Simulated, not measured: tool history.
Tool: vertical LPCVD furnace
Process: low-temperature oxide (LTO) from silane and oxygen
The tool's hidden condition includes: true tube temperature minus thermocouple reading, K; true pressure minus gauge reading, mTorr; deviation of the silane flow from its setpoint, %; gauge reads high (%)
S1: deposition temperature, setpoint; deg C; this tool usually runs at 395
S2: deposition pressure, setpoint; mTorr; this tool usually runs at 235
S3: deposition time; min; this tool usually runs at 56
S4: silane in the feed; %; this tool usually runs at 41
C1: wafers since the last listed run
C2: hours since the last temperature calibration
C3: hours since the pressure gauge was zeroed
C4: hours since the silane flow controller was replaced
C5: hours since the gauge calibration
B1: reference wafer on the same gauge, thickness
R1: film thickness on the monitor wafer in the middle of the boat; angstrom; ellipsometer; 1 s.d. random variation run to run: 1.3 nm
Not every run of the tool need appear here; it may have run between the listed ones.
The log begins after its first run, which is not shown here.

run    hour   S1   S2    S3  S4    C1      C2      C3      C4      C5      B1      R1
  2    35.2  395  235    56  41   545   316.2    35.7  5090.4  1094.9  473.01  5546.4
  3   107.3  395  235    56  41  1117   388.3   107.8  5162.5    1167  472.87    5535
  4   166.8  386  235    56  41   922   447.8   167.3    5222  1226.5  472.89  5001.5
  5   224.5  386  235    56  41   894   505.5     225  5279.7  1284.2  472.87  4992.8
      255.9  -- silane flow controller replaced
  6     318  391  235    56  41  1077     599   318.5    62.1  1377.7  473.07  5552.6
  7     417  395  235    56  41  1535     698   417.5   161.1  1476.7  472.89  5768.2
  8   542.4  395  235    56  41  1944   823.4   542.9   286.5  1602.1  472.78  5769.5
  9   581.9  395  235    56  41   612   862.9   582.4     326  1641.6  472.82  5763.4
 10   667.5  395  235    56  41  1327   948.5     668   411.6  1727.2  473.16  5763.9
 11   728.6  395  235    56  41   947  1009.6   729.1   472.7  1788.3     473    5730
 12   836.3  395  235    56  39  1669  1117.3   836.8   580.4    1896  472.72  5392.6
 13   938.2  398  295    63  36  1580  1219.2   938.7   682.3  1997.9  472.92    7090
 14   977.2  404  195  34.5  46   604  1258.2   977.7   721.3  2036.9  472.85  3645.2
 15  1068.7  395  235    56  33  1418  1349.7  1069.2   812.8  2128.4  473.13  4307.4
 16  1172.6  395  285    34  47  1611  1453.6  1173.1   916.7  2232.3  473.23  4872.7
 17  1271.1  395  235    56  41  1527  1552.1  1271.6  1015.2  2330.8  473.08  5697.1
     1290.3  -- gauge calibrated
     1358.2  -- thermocouples replaced and temperature profile calibrated
 18  1373.7  395  235  74.5  41  1218    15.5  1374.2  1117.8    83.4  473.25  7584.6
 19  1450.3  399  295    44  41  1187    92.1  1450.8  1194.4     160  472.94  5841.9
 20  1527.4  403  235    56  34  1195   169.2  1527.9  1271.5   237.1  473.25  4861.2

Run 21 is up next; what results do you expect?
 21  1615.6  395  235  56  41  1367  257.4  1616.1  1359.7  325.3   ?   ?

{"run 21": {"B1": 473.15, "R1": 5663.1}}
On a tool with no hidden condition, and with the same random variation, this run would have come out at R1 5774.8 angstrom.

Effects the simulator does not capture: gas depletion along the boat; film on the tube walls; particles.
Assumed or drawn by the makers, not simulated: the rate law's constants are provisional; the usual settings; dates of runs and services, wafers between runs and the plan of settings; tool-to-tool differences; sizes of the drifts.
